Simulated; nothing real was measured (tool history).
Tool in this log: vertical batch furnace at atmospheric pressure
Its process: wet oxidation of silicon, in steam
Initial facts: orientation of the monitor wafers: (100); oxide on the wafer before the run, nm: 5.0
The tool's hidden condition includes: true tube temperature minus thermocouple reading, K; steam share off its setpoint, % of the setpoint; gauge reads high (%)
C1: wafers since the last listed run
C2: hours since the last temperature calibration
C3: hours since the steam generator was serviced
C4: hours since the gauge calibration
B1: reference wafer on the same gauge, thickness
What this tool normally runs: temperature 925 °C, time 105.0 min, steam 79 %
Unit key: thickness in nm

{"run": 1, "hour": 0.0, "temperature": 925, "time": 105.0, "steam": 79, "C1": 0, "C2": 2835.5, "C3": 3362.9, "C4": 244.0, "B1": 244.98, "thickness": 294.06}
{"run": 2, "hour": 32.8, "temperature": 925, "time": 105.0, "steam": 79, "C1": 568, "C2": 2868.3, "C3": 3395.7, "C4": 276.8, "B1": 245.16, "thickness": 292.36}
{"run": 3, "hour": 63.9, "temperature": 925, "time": 105.0, "steam": 79, "C1": 538, "C2": 2899.4, "C3": 3426.8, "C4": 307.9, "B1": 244.77, "thickness": 292.37}
{"run": 4, "hour": 93.5, "temperature": 925, "time": 105.0, "steam": 79, "C1": 512, "C2": 2929.0, "C3": 3456.4, "C4": 337.5, "B1": 244.99, "thickness": 293.5}
{"run": 5, "hour": 109.4, "temperature": 925, "time": 105.0, "steam": 79, "C1": 275, "C2": 2944.9, "C3": 3472.3, "C4": 353.4, "B1": 245.06, "thickness": 293.14}
{"run": 6, "hour": 129.4, "temperature": 925, "time": 105.0, "steam": 79, "C1": 346, "C2": 2964.9, "C3": 3492.3, "C4": 373.4, "B1": 244.96, "thickness": 293.33}
{"run": 7, "hour": 144.4, "temperature": 911, "time": 105.0, "steam": 79, "C1": 259, "C2": 2979.9, "C3": 3507.3, "C4": 388.4, "B1": 244.75, "thickness": 254.63}
{"run": 8, "hour": 164.0, "temperature": 925, "time": 105.0, "steam": 79, "C1": 339, "C2": 2999.5, "C3": 3526.9, "C4": 408.0, "B1": 245.11, "thickness": 292.81}
{"run": 9, "hour": 187.0, "temperature": 925, "time": 105.0, "steam": 79, "C1": 398, "C2": 3022.5, "C3": 3549.9, "C4": 431.0, "B1": 244.99, "thickness": 292.99}
{"run": 10, "hour": 211.7, "temperature": 925, "time": 105.0, "steam": 79, "C1": 427, "C2": 3047.2, "C3": 3574.6, "C4": 455.7, "B1": 245.09, "thickness": 292.72}
{"run": 11, "hour": 262.8, "temperature": 911, "time": 105.0, "steam": 76, "C1": 885, "C2": 3098.3, "C3": 3625.7, "C4": 506.8, "B1": 244.84, "thickness": 246.68}
{"run": 12, "hour": 280.4, "temperature": 933, "time": 105.0, "steam": 79, "C1": 304, "C2": 3115.9, "C3": 3643.3, "C4": 524.4, "B1": 245.28, "thickness": 318.16}
{"run": 13, "hour": 310.8, "temperature": 925, "time": 105.0, "steam": 83, "C1": 526, "C2": 3146.3, "C3": 3673.7, "C4": 554.8, "B1": 245.16, "thickness": 305.57}
{"hour": 341.2, "done": "steam generator serviced"}
{"run": 14, "hour": 343.0, "temperature": 925, "time": 105.0, "steam": 83, "C1": 142, "C2": 3178.5, "C3": 1.8, "C4": 587.0, "B1": 244.93, "thickness": 305.66}
{"run": 15, "hour": 377.5, "temperature": 925, "time": 105.0, "steam": 79, "C1": 597, "C2": 3213.0, "C3": 36.3, "C4": 621.5, "B1": 245.11, "thickness": 293.26}
{"run": 16, "hour": 409.3, "temperature": 912, "time": 105.0, "steam": 79, "C1": 550, "C2": 3244.8, "C3": 68.1, "C4": 653.3, "B1": 244.71, "thickness": 257.87}
{"run": 17, "hour": 445.1, "temperature": 934, "time": 56.0, "steam": 79, "C1": 620, "C2": 3280.6, "C3": 103.9, "C4": 689.1, "B1": 244.98, "thickness": 193.09}
{"run": 18, "hour": 461.4, "temperature": 925, "time": 63.5, "steam": 74, "C1": 282, "C2": 3296.9, "C3": 120.2, "C4": 705.4, "B1": 244.74, "thickness": 185.78}
{"run": 19, "hour": 489.8, "temperature": 945, "time": 58.0, "steam": 74, "C1": 492, "C2": 3325.3, "C3": 148.6, "C4": 733.8, "B1": 245.1, "thickness": 212.17}
{"run": 20, "hour": 502.5, "temperature": 925, "time": 105.0, "steam": 79, "C1": 220, "C2": 3338.0, "C3": 161.3, "C4": 746.5, "B1": 245.1, "thickness": 294.24}
{"run": 21, "hour": 536.1, "temperature": 925, "time": 125.5, "steam": 79, "C1": 582, "C2": 3371.6, "C3": 194.9, "C4": 780.1, "B1": 245.03, "thickness": 338.98}
{"run": 22, "hour": 566.5, "temperature": 945, "time": 133.0, "steam": 83, "C1": 526, "C2": 3402.0, "C3": 225.3, "C4": 810.5, "B1": 245.2, "thickness": 436.94}
{"hour": 571.0, "done": "gauge calibrated"}
{"hour": 611.0, "done": "thermocouples replaced and temperature profile calibrated"}
{"run": 23, "hour": 611.5, "temperature": 925, "time": 105.0, "steam": 79, "C1": 363, "C2": 0.5, "C3": 270.3, "C4": 40.5, "B1": 245.02, "thickness": 284.46}
{"run": 24, "hour": 622.0, "temperature": 947, "time": 138.0, "steam": 83, "C1": 181, "C2": 11.0, "C3": 280.8, "C4": 51.0, "B1": 244.91, "thickness": 439.84}
{"run": 25, "hour": 648.2, "temperature": 937, "time": 105.0, "steam": 79, "C1": 453, "C2": 37.2, "C3": 307.0, "C4": 77.2, "B1": 244.91, "thickness": 317.33}
{"run": 26, "hour": 666.2, "temperature": 925, "time": 105.0, "steam": 79, "C1": 311, "C2": 55.2, "C3": 325.0, "C4": 95.2, "B1": 245.04, "thickness": 283.74}
{"run": 27, "hour": 699.9, "temperature": 925, "time": 105.0, "steam": 79, "C1": 583, "C2": 88.9, "C3": 358.7, "C4": 128.9, "B1": 244.79, "thickness": 283.92}
{"run": 28, "hour": 717.3, "temperature": 925, "time": 105.0, "steam": 79, "C1": 301, "C2": 106.3, "C3": 376.1, "C4": 146.3, "B1": 245.06, "thickness": 284.3}
{"run": 29, "hour": 735.1, "temperature": 925, "time": 105.0, "steam": 79, "C1": 308, "C2": 124.1, "C3": 393.9, "C4": 164.1, "B1": 244.86, "thickness": 283.34}
{"run": 30, "hour": 828.3, "temperature": 925, "time": 105.0, "steam": 86, "C1": 1614, "C2": 217.3, "C3": 487.1, "C4": 257.3, "B1": 245.1, "thickness": 305.44}
{"run": 31, "hour": 854.2, "temperature": 941, "time": 105.0, "steam": 79, "C1": 448, "C2": 243.2, "C3": 513.0, "C4": 283.2, "B1": 244.92, "thickness": 330.87}
{"run": 32, "hour": 875.9, "temperature": 925, "time": 105.0, "steam": 83, "C1": 375, "C2": 264.9, "C3": 534.7, "C4": 304.9, "B1": 244.82, "thickness": 295.47}
{"run": 33, "hour": 890.3, "temperature": 925, "time": 58.0, "steam": 79, "C1": 249, "C2": 279.3, "C3": 549.1, "C4": 319.3, "B1": 244.99, "thickness": 174.89}
{"run": 34, "hour": 905.3, "temperature": 915, "time": 105.0, "steam": 75, "C1": 259, "C2": 294.3, "C3": 564.1, "C4": 334.3, "B1": 244.94, "thickness": 246.73}
{"run": 35, "hour": 940.5, "temperature": 907, "time": 64.0, "steam": 84, "C1": 609, "C2": 329.5, "C3": 599.3, "C4": 369.5, "B1": 244.96, "thickness": 162.32}
{"run": 36, "hour": 971.2, "temperature": 909, "time": 81.5, "steam": 89, "C1": 531, "C2": 360.2, "C3": 630.0, "C4": 400.2, "B1": 245.03, "thickness": 215.93}
{"run": 37, "hour": 1000.4, "temperature": 933, "time": 129.5, "steam": 90, "C1": 505, "C2": 389.4, "C3": 659.2, "C4": 429.4, "B1": 245.06, "thickness": 398.61}

Alternative continuations, all from the tool just after run 37; predict every row:
{"run": "A", "hour": 1005.2, "temperature": 925, "time": 136.5, "steam": 79, "C1": 83, "C2": 394.2, "C3": 664.0, "C4": 434.2, "B1": "?", "thickness": "?"}
{"run": "B", "hour": 1005.2, "temperature": 925, "time": 105.0, "steam": 68, "C1": 83, "C2": 394.2, "C3": 664.0, "C4": 434.2, "B1": "?", "thickness": "?"}
{"run": "C", "hour": 1005.2, "temperature": 925, "time": 145.5, "steam": 79, "C1": 83, "C2": 394.2, "C3": 664.0, "C4": 434.2, "B1": "?", "thickness": "?"}
{"run": "D", "hour": 1005.2, "temperature": 925, "time": 66.5, "steam": 71, "C1": 83, "C2": 394.2, "C3": 664.0, "C4": 434.2, "B1": "?", "thickness": "?"}
{"run": "E", "hour": 1005.2, "temperature": 925, "time": 89.0, "steam": 91, "C1": 83, "C2": 394.2, "C3": 664.0, "C4": 434.2, "B1": "?", "thickness": "?"}

run=A B1=244.66 thickness=350.74
run=B B1=244.66 thickness=253.07
run=C B1=244.66 thickness=368.45
run=D B1=244.66 thickness=179.99
run=E B1=244.66 thickness=280.04
Stripped of hidden state, with their random variation kept, the same runs would have yielded:
run=A thickness=348.69
run=B thickness=251.46
run=C thickness=366.32
run=D thickness=178.77
run=E thickness=278.30
